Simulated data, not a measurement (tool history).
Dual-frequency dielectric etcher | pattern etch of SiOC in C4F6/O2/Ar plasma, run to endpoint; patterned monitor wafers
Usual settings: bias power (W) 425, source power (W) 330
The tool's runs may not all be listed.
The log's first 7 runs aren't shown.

run,day,bias power (W),source power (W),wafers since the last listed run,hours since the last wet clean,hours since the last bias power generator calibration,hours since the last source power generator calibration,hours since the last upper electrode change,"incoming incoming film thickness, nm",endpoint time (s)
8,24.046,425,380,989,621.8,3178.8,1614.5,4057.8,36.56,12.3
9,25.675,425,390,455,660.9,3217.9,1653.6,4096.9,36.65,12.1
# day 29.129: wet clean of the chamber
10,29.150,425,330,691,0.5,3301.3,1737.0,4180.3,36.15,12.4
11,32.554,425,330,951,82.2,3383.0,1818.7,4262.0,36.52,12.6
12,35.362,425,330,784,149.6,3450.4,1886.1,4329.4,36.06,12.3
13,37.379,393,330,563,198.0,3498.8,1934.5,4377.8,36.32,12.6
14,41.338,393,330,1106,293.0,3593.8,2029.5,4472.8,36.23,12.6
15,43.200,425,330,520,337.7,3638.5,2074.2,4517.5,36.52,12.3
# day 44.317: source power generator calibrated
16,47.200,395,290,1071,433.7,3734.5,69.2,4613.5,36.58,13.0
# day 55.446: wet clean of the chamber, repeated, since the last time left the tool worse
17,57.096,392,330,2486,39.6,3972.0,306.7,4851.0,36.06,13.3
# day 66.638: upper electrode replaced
18,68.496,425,330,2906,313.2,4245.6,580.3,44.6,36.23,12.7
19,70.242,524,360,487,355.1,4287.5,622.2,86.5,36.30,11.7
20,72.104,338,300,520,399.8,4332.2,666.9,131.2,36.51,14.1
21,75.450,340,360,935,480.1,4412.5,747.2,211.5,36.10,13.3

Forecast run 22:
22,77.129,373,330,469,520.4,4452.8,787.5,251.8,36.37,?

{"run 22": {"endpoint time (s)": 13.1}}
Without the tool's hidden state the same run would have given endpoint time (s) 13.4.
